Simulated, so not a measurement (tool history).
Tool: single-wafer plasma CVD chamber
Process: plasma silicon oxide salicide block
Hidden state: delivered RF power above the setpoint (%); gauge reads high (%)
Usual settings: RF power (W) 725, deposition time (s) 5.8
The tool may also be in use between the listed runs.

run	hour	RF power (W)	deposition time (s)	wafers since the last listed run	hours since the last RF generator calibration	hours since the showerhead was replaced	hours since the gauge calibration	read-back reference wafer on the same gauge, thickness_nm	mean film thickness on the monitor wafer (Å)
1	0	725	5.8	0	381.9	6613.7	1406	74.787	655.52
2	42.6	725	5.8	1346	424.5	6656.3	1448.6	74.719	654.49
3	99.3	725	5.8	1792	481.2	6713	1505.3	74.879	656.57
4	166.2	650	5.8	2114	548.1	6779.9	1572.2	74.694	622.58
5	221.2	650	5.8	1738	603.1	6834.9	1627.2	74.894	612.21
6	266.9	650	5.8	1444	648.8	6880.6	1672.9	74.708	621.78
7	300.7	630	5.8	1068	682.6	6914.4	1706.7	74.895	609.26
8	345.9	630	5.8	1428	727.8	6959.6	1751.9	74.684	609.88
9	413.1	630	5.8	2124	795	7026.8	1819.1	74.702	602.88
10	448.9	725	5.8	1131	830.8	7062.6	1854.9	74.621	639.23
11	500.7	725	5.8	1637	882.6	7114.4	1906.7	74.723	645.15
12	549	725	5.8	1526	930.9	7162.7	1955	74.869	648.91
13	615.3	725	5.8	2095	997.2	7229	2021.3	74.831	642.76
14	671.8	725	5.8	1786	1053.7	7285.5	2077.8	74.743	642.63
15	778.2	725	5.8	3363	1160.1	7391.9	2184.2	74.68	634.62
# hour 786.6: gauge calibrated
16	813.9	725	5.8	1128	1195.8	7427.6	27.3	74.929	627.48
# hour 884.8: RF generator calibrated
17	885.3	725	5.8	2004	0.5	7499	98.7	74.915	656.58
18	932.5	725	5.8	1492	47.7	7546.2	145.9	74.792	651.78
# hour 964: showerhead replaced, of another model than before
19	993.8	795	6.33	1684	109	29.8	207.2	74.795	739.83
20	1046.3	670	6.77	1659	161.5	82.3	259.7	74.844	744.01
21	1095.9	620	6.37	1567	211.1	131.9	309.3	74.798	687.42
22	1144.8	590	5.29	1545	260	180.8	358.2	74.776	562.28

Run 23 comes next. What will it give?
23	1174.5	670	6.77	938	289.7	210.5	387.9	?	?

Run 23 gave read-back reference wafer on the same gauge, thickness_nm 74.826, mean film thickness on the monitor wafer (Å) 745.78.
Without the tool's hidden state the same run would have given mean film thickness on the monitor wafer (Å) 749.56.
